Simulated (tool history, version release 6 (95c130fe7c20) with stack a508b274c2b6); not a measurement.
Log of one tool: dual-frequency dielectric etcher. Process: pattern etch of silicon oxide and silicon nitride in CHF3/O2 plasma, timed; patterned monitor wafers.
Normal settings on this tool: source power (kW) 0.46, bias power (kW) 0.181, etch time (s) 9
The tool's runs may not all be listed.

| run | hour | source power (kW) | bias power (kW) | etch time (s) | wafers since the last listed run | hours since the last wet clean | hours since the last source power generator calibration | hours since the last bias power generator calibration | hours since the last upper electrode change | hours since the gauge calibration | read-back reference wafer on the same gauge, depth_nm | mean etch depth across the wafer (angstrom) |
|---|---|---|---|---|---|---|---|---|---|---|---|---|
| 1 | 0 | 0.46 | 0.181 | 9 | 0 | 71.9 | 1272.1 | 2912.6 | 4510.2 | 186.9 | 13.2 | 118.4 |
| 2 | 69.8 | 0.46 | 0.181 | 9 | 1155 | 141.7 | 1341.9 | 2982.4 | 4580 | 256.7 | 13.19 | 118.7 |
| 3 | 144.2 | 0.46 | 0.181 | 9 | 1231 | 216.1 | 1416.3 | 3056.8 | 4654.4 | 331.1 | 13.2 | 118.8 |
|  | 193.9 | bias power generator calibrated |
| 4 | 212.5 | 0.54 | 0.156 | 9 | 1064 | 284.4 | 1484.6 | 18.6 | 4722.7 | 399.4 | 13.2 | 118.4 |
| 5 | 349.7 | 0.54 | 0.156 | 9 | 2270 | 421.6 | 1621.8 | 155.8 | 4859.9 | 536.6 | 13.18 | 119.7 |
| 6 | 410.7 | 0.58 | 0.161 | 9 | 1009 | 482.6 | 1682.8 | 216.8 | 4920.9 | 597.6 | 13.2 | 123.7 |
| 7 | 470.9 | 0.58 | 0.196 | 9 | 996 | 542.8 | 1743 | 277 | 4981.1 | 657.8 | 13.19 | 132.4 |
|  | 511 | wet clean of the chamber |
| 8 | 511.5 | 0.46 | 0.181 | 9 | 274 | 0.5 | 1783.6 | 317.6 | 5021.7 | 698.4 | 13.19 | 117.4 |
| 9 | 551.6 | 0.46 | 0.181 | 9 | 663 | 40.6 | 1823.7 | 357.7 | 5061.8 | 738.5 | 13.19 | 117.6 |
| 10 | 668.7 | 0.54 | 0.199 | 11 | 1937 | 157.7 | 1940.8 | 474.8 | 5178.9 | 855.6 | 13.21 | 157.4 |
| 11 | 731.8 | 0.43 | 0.181 | 9 | 1044 | 220.8 | 2003.9 | 537.9 | 5242 | 918.7 | 13.2 | 116.7 |
| 12 | 774.7 | 0.46 | 0.225 | 10.5 | 709 | 263.7 | 2046.8 | 580.8 | 5284.9 | 961.6 | 13.19 | 150.9 |
|  | 781.3 | source power generator calibrated |
|  | 813.6 | upper electrode replaced, of another model than before |
| 13 | 840.5 | 0.46 | 0.181 | 7 | 625 | 329.5 | 59.2 | 646.6 | 26.9 | 1027.4 | 13.19 | 93.3 |
| 14 | 883.7 | 0.46 | 0.153 | 6.5 | 714 | 372.7 | 102.4 | 689.8 | 70.1 | 1070.6 | 13.2 | 78.2 |
| 15 | 946.8 | 0.52 | 0.181 | 9 | 1044 | 435.8 | 165.5 | 752.9 | 133.2 | 1133.7 | 13.19 | 128.2 |
| 16 | 977.7 | 0.37 | 0.226 | 11 | 511 | 466.7 | 196.4 | 783.8 | 164.1 | 1164.6 | 13.18 | 147.2 |
|  | 1008.7 | wet clean of the chamber |
| 17 | 1035.3 | 0.5 | 0.218 | 8 | 556 | 26.6 | 254 | 841.4 | 221.7 | 1222.2 | 13.21 | 122.2 |
| 18 | 1102.3 | 0.37 | 0.205 | 8 | 1108 | 93.6 | 321 | 908.4 | 288.7 | 1289.2 | 13.2 | 99.5 |
| 19 | 1152.8 | 0.56 | 0.181 | 10.5 | 835 | 144.1 | 371.5 | 958.9 | 339.2 | 1339.7 | 13.2 | 154.2 |
| 20 | 1213.9 | 0.46 | 0.181 | 9 | 1011 | 205.2 | 432.6 | 1020 | 400.3 | 1400.8 | 13.2 | 119.4 |
| 21 | 1247.2 | 0.46 | 0.181 | 9 | 551 | 238.5 | 465.9 | 1053.3 | 433.6 | 1434.1 | 13.2 | 120.1 |
| 22 | 1281.6 | 0.46 | 0.181 | 9 | 569 | 272.9 | 500.3 | 1087.7 | 468 | 1468.5 | 13.2 | 118.8 |
| 23 | 1308.7 | 0.52 | 0.181 | 10 | 448 | 300 | 527.4 | 1114.8 | 495.1 | 1495.6 | 13.2 | 141.3 |
| 24 | 1340.2 | 0.46 | 0.202 | 10.5 | 521 | 331.5 | 558.9 | 1146.3 | 526.6 | 1527.1 | 13.19 | 147.7 |
| 25 | 1404.3 | 0.39 | 0.208 | 9.5 | 1060 | 395.6 | 623 | 1210.4 | 590.7 | 1591.2 | 13.2 | 124.3 |
| 26 | 1476.2 | 0.46 | 0.154 | 9 | 1189 | 467.5 | 694.9 | 1282.3 | 662.6 | 1663.1 | 13.21 | 108.5 |
| 27 | 1544.3 | 0.34 | 0.181 | 8 | 1126 | 535.6 | 763 | 1350.4 | 730.7 | 1731.2 | 13.2 | 89.7 |
|  | 1590.4 | wet clean of the chamber |
| 28 | 1613.1 | 0.46 | 0.167 | 11 | 741 | 22.7 | 831.8 | 1419.2 | 799.5 | 1800 | 13.21 | 137.6 |
| 29 | 1647 | 0.35 | 0.168 | 10 | 560 | 56.6 | 865.7 | 1453.1 | 833.4 | 1833.9 | 13.19 | 107.2 |

Alternative continuations, all from the tool just after run 29; predict every row:
| A | 1647.4 | 0.46 | 0.204 | 9 | 6 | 57 | 866.1 | 1453.5 | 833.8 | 1834.3 | ? | ? |
| B | 1647.4 | 0.46 | 0.14 | 9 | 6 | 57 | 866.1 | 1453.5 | 833.8 | 1834.3 | ? | ? |
| C | 1647.4 | 0.34 | 0.181 | 10 | 6 | 57 | 866.1 | 1453.5 | 833.8 | 1834.3 | ? | ? |
| D | 1647.4 | 0.37 | 0.181 | 8.5 | 6 | 57 | 866.1 | 1453.5 | 833.8 | 1834.3 | ? | ? |
| E | 1647.4 | 0.5 | 0.201 | 9 | 6 | 57 | 866.1 | 1453.5 | 833.8 | 1834.3 | ? | ? |

| run | read-back reference wafer on the same gauge, depth_nm | mean etch depth across the wafer (angstrom) |
|---|---|---|
| A | 13.2 | 126.4 |
| B | 13.2 | 100.5 |
| C | 13.2 | 109.5 |
| D | 13.2 | 98.2 |
| E | 13.2 | 131.1 |
With the hidden condition removed and each run's random variation left untouched, the same runs would have given:
| run | mean etch depth across the wafer (angstrom) |
|---|---|
| A | 126 |
| B | 100.2 |
| C | 109.1 |
| D | 97.8 |
| E | 130.7 |
